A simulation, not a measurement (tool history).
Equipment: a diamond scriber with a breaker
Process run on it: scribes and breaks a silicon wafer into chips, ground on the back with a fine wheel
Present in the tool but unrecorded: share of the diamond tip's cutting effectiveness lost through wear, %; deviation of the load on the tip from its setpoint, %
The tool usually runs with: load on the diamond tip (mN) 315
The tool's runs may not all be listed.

run	hour	load on the diamond tip (mN)	wafers since the last listed run	hours since the diamond tip was replaced	hours since the load on the tip was calibrated	incoming depth of the damage left on the back of the incoming wafer, um	depth of the median crack under the scribed line (µm)	chips rejected at inspection after the break (%)
1	0	315	0	300.8	1788.2	2.11	11.13	2.03
2	6.8	315	26	307.6	1795	2.84	10.96	2.35
3	13.2	315	24	314	1801.4	1.96	10.91	1.75
4	30.4	315	66	331.2	1818.6	2.16	10.82	2.08
5	43.7	368	51	344.5	1831.9	1.64	13.09	4.83
6	55.5	341	45	356.3	1843.7	2.58	11.96	2.8
7	62.7	385	27	363.5	1850.9	2.97	13.08	7.78
8	70.4	385	29	371.2	1858.6	2.23	13.54	7.18
9	76.6	315	24	377.4	1864.8	1.91	10.95	1.78
10	89.3	315	49	390.1	1877.5	2.12	10.93	1.86
11	106.1	315	65	406.9	1894.3	2.38	10.99	1.99
12	115.7	315	37	416.5	1903.9	1.85	10.69	1.6
13	131.3	315	60	432.1	1919.5	2.22	10.98	2.02
14	140.5	315	35	441.3	1928.7	2.58	11.19	2.35
15	151.6	315	43	452.4	1939.8	2.16	10.86	1.89
16	158.1	283	25	458.9	1946.3	1.91	10.03	3.55
# hour 170.8: diamond tip replaced by a new one
17	171.6	315	44	0.8	1959.8	1.73	11.24	1.52
18	179.8	315	31	9	1968	1.55	10.8	1.64
19	192.1	263	47	21.3	1980.3	2.88	9.2	8.53
20	199.7	373	29	28.9	1987.9	1.53	13.12	4.84
21	208.5	270	34	37.7	1996.7	2.31	9.12	6.6
# hour 213.2: load on the tip recalibrated
22	219.1	315	33	48.3	5.9	1.81	11.01	1.68
23	234.7	371	60	63.9	21.5	2.7	13.05	5.76
24	248.8	375	54	78	35.6	2.79	13.2	6.14
25	264	243	59	93.2	50.8	2	8.28	13.38
26	273.2	315	35	102.4	60	1.98	10.65	1.71
27	288.5	355	59	117.7	75.3	2.97	12.38	4.27
28	297.3	315	34	126.5	84.1	2.28	11.05	1.91
29	303.6	403	24	132.8	90.4	2.33	14.25	9.15
30	318.9	353	59	148.1	105.7	2.36	12.55	3.39
31	335.1	244	62	164.3	121.9	2.62	8.45	14.3
32	344.4	256	36	173.6	131.2	1.99	8.74	9.45
33	361.3	257	65	190.5	148.1	1.91	9.06	9.8
34	383.8	264	87	213	170.6	2.31	9.17	7.4
35	421	408	144	250.2	207.8	1.78	13.79	10.56
36	430.2	384	35	259.4	217	1.55	13.29	7.04

For each run, what was the tool's unlogged condition?
share of the diamond tip's cutting effectiveness lost through wear, %: 0 across all the runs
deviation of the load on the tip from its setpoint, %: 0 across all the runs
